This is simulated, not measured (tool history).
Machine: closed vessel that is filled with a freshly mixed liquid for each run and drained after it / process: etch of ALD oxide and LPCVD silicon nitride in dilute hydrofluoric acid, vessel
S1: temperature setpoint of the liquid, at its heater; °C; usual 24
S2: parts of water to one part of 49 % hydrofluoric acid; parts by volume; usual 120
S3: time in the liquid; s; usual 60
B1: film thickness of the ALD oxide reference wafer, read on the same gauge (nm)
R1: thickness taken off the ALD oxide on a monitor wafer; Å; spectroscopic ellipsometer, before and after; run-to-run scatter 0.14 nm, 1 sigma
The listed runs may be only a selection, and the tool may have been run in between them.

run,hour,S1,S2,S3,B1,R1
1,0,24,120,60,90.02,160.5
# hour 52.9: gauge calibrated
2,70.3,25.5,120,60,89.98,172.6
3,105.2,25.5,120,60,90,171.1
4,152.8,24,145,60,89.97,130.9
5,220.2,24,145,60,89.98,131.4
6,272.2,24,120,60,90.02,165.4
7,311,24,120,60,90.03,164.9
# hour 369.5: thermometer replaced
8,376,24,120,60,89.99,158.1
9,426.8,24,170,30,90,52.2
# hour 433.9: hydrofluoric acid flow meter replaced
10,483,20.5,120,90,90.01,195.9
11,527.2,26,65,75,90,410.1
12,564.9,24,145,85,90.01,172.3
13,590.8,22.5,145,35,89.99,66.6
14,645.4,27,95,35,89.97,129.6
15,688,24,120,60,90.02,151
16,731.8,24,150,85,89.99,167.7
17,786.5,24,120,60,89.98,153.4
18,836.7,21.5,155,60,90.03,104
19,867.6,25.5,75,35,90.01,164
20,927.2,24,150,85,90.03,168.5
21,966.7,24,120,60,90.02,155.9
22,1009.6,24,120,60,90,156.6
23,1060.3,24,120,60,89.98,155.7
24,1109.9,24,120,35,89.96,92.6
25,1234.8,26.5,75,30,90.03,147.6
26,1276,27.5,90,30,90,124.9
27,1319.8,24,120,60,89.96,160.9

Consider 3 possible next runs. They are alternatives, not a sequence: every one starts from the tool as it was left by run 27. What does each give?
A,1320.5,24,120,60,?,?
B,1320.5,24,75,90,?,?
C,1320.5,24,75,35,?,?

run,B1,R1
A,89.99,157.7
B,89.99,399.7
C,89.99,155.4
Had the tool no hidden state, the same runs would have come out as:
run,R1
A,145.3
B,368.6
C,143.4
